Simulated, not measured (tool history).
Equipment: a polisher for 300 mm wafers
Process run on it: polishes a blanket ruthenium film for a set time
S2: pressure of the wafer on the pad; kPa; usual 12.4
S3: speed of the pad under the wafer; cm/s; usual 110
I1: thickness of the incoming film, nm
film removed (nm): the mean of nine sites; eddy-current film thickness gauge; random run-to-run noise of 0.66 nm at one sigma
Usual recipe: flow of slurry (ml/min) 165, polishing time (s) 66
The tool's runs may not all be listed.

run 1 hour=0 | flow_of_slurry_(ml/min)=165 S2=12.4 S3=110 polishing_time_(s)=66 | I1=389.7 | film_removed_(nm)=67.5
run 2 hour=13.5 | flow_of_slurry_(ml/min)=165 S2=12.4 S3=98 polishing_time_(s)=66 | I1=384.4 | film_removed_(nm)=61.9
run 3 hour=24.9 | flow_of_slurry_(ml/min)=125 S2=12.4 S3=110 polishing_time_(s)=66 | I1=382.3 | film_removed_(nm)=62.3
run 4 hour=31 | flow_of_slurry_(ml/min)=125 S2=12.4 S3=110 polishing_time_(s)=66 | I1=385.3 | film_removed_(nm)=62.8
run 5 hour=42.2 | flow_of_slurry_(ml/min)=165 S2=12.4 S3=96 polishing_time_(s)=66 | I1=393.6 | film_removed_(nm)=59.8
-- hour=47.1 worn pad replaced by a new one
run 6 hour=54.6 | flow_of_slurry_(ml/min)=165 S2=12.4 S3=96 polishing_time_(s)=66 | I1=386.8 | film_removed_(nm)=60.1
run 7 hour=70.9 | flow_of_slurry_(ml/min)=165 S2=12.4 S3=96 polishing_time_(s)=66 | I1=390.5 | film_removed_(nm)=60.7
run 8 hour=78.4 | flow_of_slurry_(ml/min)=165 S2=12.4 S3=110 polishing_time_(s)=84 | I1=392.6 | film_removed_(nm)=84.8
run 9 hour=89.6 | flow_of_slurry_(ml/min)=165 S2=12.4 S3=110 polishing_time_(s)=84 | I1=390.7 | film_removed_(nm)=84.7
run 10 hour=103.9 | flow_of_slurry_(ml/min)=190 S2=12.4 S3=128 polishing_time_(s)=66 | I1=390.1 | film_removed_(nm)=75.5
run 11 hour=114.1 | flow_of_slurry_(ml/min)=165 S2=12.4 S3=110 polishing_time_(s)=66 | I1=386.3 | film_removed_(nm)=64.2
-- hour=123.7 worn pad replaced by a new one
run 12 hour=127.4 | flow_of_slurry_(ml/min)=185 S2=15.9 S3=146 polishing_time_(s)=66 | I1=393.1 | film_removed_(nm)=94.8
-- hour=139.1 head pressure recalibrated
run 13 hour=139.6 | flow_of_slurry_(ml/min)=215 S2=12.4 S3=110 polishing_time_(s)=66 | I1=396.7 | film_removed_(nm)=68.4
run 14 hour=154.3 | flow_of_slurry_(ml/min)=165 S2=12.4 S3=146 polishing_time_(s)=66 | I1=396.5 | film_removed_(nm)=77.1

Estimate the outcome of run 15 from the log above:
-- hour=164.8 slurry nozzle cleaned
run 15 hour=169.5 | flow_of_slurry_(ml/min)=185 S2=8.3 S3=144 polishing_time_(s)=86 | I1=395.3 | film_removed_(nm)=?

{"run 15": {"film removed (nm)": 92.3}}
The same run, on a tool lacking any hidden state, would have yielded film removed (nm) 93.1.
